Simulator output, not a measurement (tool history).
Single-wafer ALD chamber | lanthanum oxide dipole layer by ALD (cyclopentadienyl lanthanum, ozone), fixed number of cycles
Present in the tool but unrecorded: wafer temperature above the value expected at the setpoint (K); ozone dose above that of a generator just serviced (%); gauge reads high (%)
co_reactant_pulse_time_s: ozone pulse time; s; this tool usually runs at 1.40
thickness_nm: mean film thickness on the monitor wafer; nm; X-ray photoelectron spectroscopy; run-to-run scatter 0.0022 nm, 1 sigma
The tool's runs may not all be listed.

| run | hour | co_reactant_pulse_time_s | wafers since the last listed run | hours since the last thermocouple change | hours since the last ozone generator service | hours since the showerhead was replaced | hours since the gauge calibration | read-back reference wafer on the same gauge, thickness_nm | thickness_nm |
|---|---|---|---|---|---|---|---|---|---|
| 1 | 0.0 | 1.40 | 0 | 1960.9 | 1207.5 | 2212.4 | 78.6 | 0.652 | 0.510 |
| 2 | 102.2 | 1.40 | 2248 | 2063.1 | 1309.7 | 2314.6 | 180.8 | 0.653 | 0.508 |
| 3 | 133.5 | 1.40 | 688 | 2094.4 | 1341.0 | 2345.9 | 212.1 | 0.653 | 0.507 |
| 4 | 146.2 | 1.40 | 279 | 2107.1 | 1353.7 | 2358.6 | 224.8 | 0.652 | 0.507 |
| 5 | 168.8 | 1.19 | 497 | 2129.7 | 1376.3 | 2381.2 | 247.4 | 0.653 | 0.474 |
| 6 | 201.1 | 1.40 | 710 | 2162.0 | 1408.6 | 2413.5 | 279.7 | 0.653 | 0.506 |
| 7 | 215.8 | 1.40 | 323 | 2176.7 | 1423.3 | 2428.2 | 294.4 | 0.653 | 0.504 |
| 8 | 237.7 | 1.40 | 481 | 2198.6 | 1445.2 | 2450.1 | 316.3 | 0.653 | 0.505 |
| 9 | 259.5 | 1.40 | 479 | 2220.4 | 1467.0 | 2471.9 | 338.1 | 0.653 | 0.504 |
| 10 | 283.0 | 1.40 | 517 | 2243.9 | 1490.5 | 2495.4 | 361.6 | 0.652 | 0.503 |
| 11 | 309.9 | 1.40 | 591 | 2270.8 | 1517.4 | 2522.3 | 388.5 | 0.652 | 0.499 |
| 12 | 335.3 | 1.04 | 558 | 2296.2 | 1542.8 | 2547.7 | 413.9 | 0.653 | 0.437 |
| 13 | 408.3 | 1.40 | 1606 | 2369.2 | 1615.8 | 2620.7 | 486.9 | 0.653 | 0.497 |
| 14 | 421.1 | 1.40 | 281 | 2382.0 | 1628.6 | 2633.5 | 499.7 | 0.652 | 0.493 |
| 15 | 447.7 | 1.40 | 585 | 2408.6 | 1655.2 | 2660.1 | 526.3 | 0.654 | 0.500 |
| 16 | 466.3 | 1.40 | 409 | 2427.2 | 1673.8 | 2678.7 | 544.9 | 0.652 | 0.498 |
| 17 | 501.9 | 1.40 | 783 | 2462.8 | 1709.4 | 2714.3 | 580.5 | 0.653 | 0.494 |
|  | 521.4 | gauge calibrated |
|  | 537.1 | thermocouple changed; heater temperature recalibrated |
|  | 542.8 | ozone generator serviced |
| 18 | 557.2 | 1.92 | 914 | 20.1 | 14.4 | 2769.6 | 35.8 | 0.653 | 0.571 |
| 19 | 573.1 | 1.40 | 349 | 36.0 | 30.3 | 2785.5 | 51.7 | 0.653 | 0.544 |
| 20 | 589.1 | 1.24 | 352 | 52.0 | 46.3 | 2801.5 | 67.7 | 0.653 | 0.527 |
| 21 | 613.5 | 1.40 | 536 | 76.4 | 70.7 | 2825.9 | 92.1 | 0.652 | 0.542 |
| 22 | 631.1 | 1.55 | 387 | 94.0 | 88.3 | 2843.5 | 109.7 | 0.653 | 0.551 |
| 23 | 646.2 | 1.05 | 332 | 109.1 | 103.4 | 2858.6 | 124.8 | 0.652 | 0.498 |
| 24 | 664.6 | 1.40 | 404 | 127.5 | 121.8 | 2877.0 | 143.2 | 0.651 | 0.544 |
|  | 682.2 | showerhead replaced |
| 25 | 699.1 | 1.08 | 583 | 162.0 | 156.3 | 16.9 | 177.7 | 0.652 | 0.503 |
| 26 | 729.6 | 1.83 | 671 | 192.5 | 186.8 | 47.4 | 208.2 | 0.653 | 0.566 |
| 27 | 765.2 | 0.92 | 783 | 228.1 | 222.4 | 83.0 | 243.8 | 0.653 | 0.467 |
| 28 | 780.5 | 1.61 | 336 | 243.4 | 237.7 | 98.3 | 259.1 | 0.653 | 0.553 |
| 29 | 800.8 | 1.93 | 446 | 263.7 | 258.0 | 118.6 | 279.4 | 0.653 | 0.571 |
| 30 | 818.3 | 1.58 | 385 | 281.2 | 275.5 | 136.1 | 296.9 | 0.654 | 0.548 |
| 31 | 852.4 | 1.10 | 750 | 315.3 | 309.6 | 170.2 | 331.0 | 0.653 | 0.505 |
| 32 | 880.2 | 1.40 | 611 | 343.1 | 337.4 | 198.0 | 358.8 | 0.652 | 0.536 |
| 33 | 907.7 | 0.99 | 605 | 370.6 | 364.9 | 225.5 | 386.3 | 0.652 | 0.482 |
| 34 | 934.2 | 1.40 | 583 | 397.1 | 391.4 | 252.0 | 412.8 | 0.653 | 0.538 |

Branching from run 34: 4 alternative next runs. What would each branch give?
| A | 934.6 | 0.94 | 8 | 397.5 | 391.8 | 252.4 | 413.2 | ? | ? |
| B | 934.6 | 0.96 | 8 | 397.5 | 391.8 | 252.4 | 413.2 | ? | ? |
| C | 934.6 | 0.87 | 8 | 397.5 | 391.8 | 252.4 | 413.2 | ? | ? |
| D | 934.6 | 1.56 | 8 | 397.5 | 391.8 | 252.4 | 413.2 | ? | ? |

| run | read-back reference wafer on the same gauge, thickness_nm | thickness_nm |
|---|---|---|
| A | 0.653 | 0.469 |
| B | 0.653 | 0.473 |
| C | 0.653 | 0.452 |
| D | 0.653 | 0.548 |
The same runs, with their run-to-run variation unchanged, on a tool lacking any hidden condition would have given:
| run | thickness_nm |
|---|---|
| A | 0.482 |
| B | 0.487 |
| C | 0.466 |
| D | 0.554 |
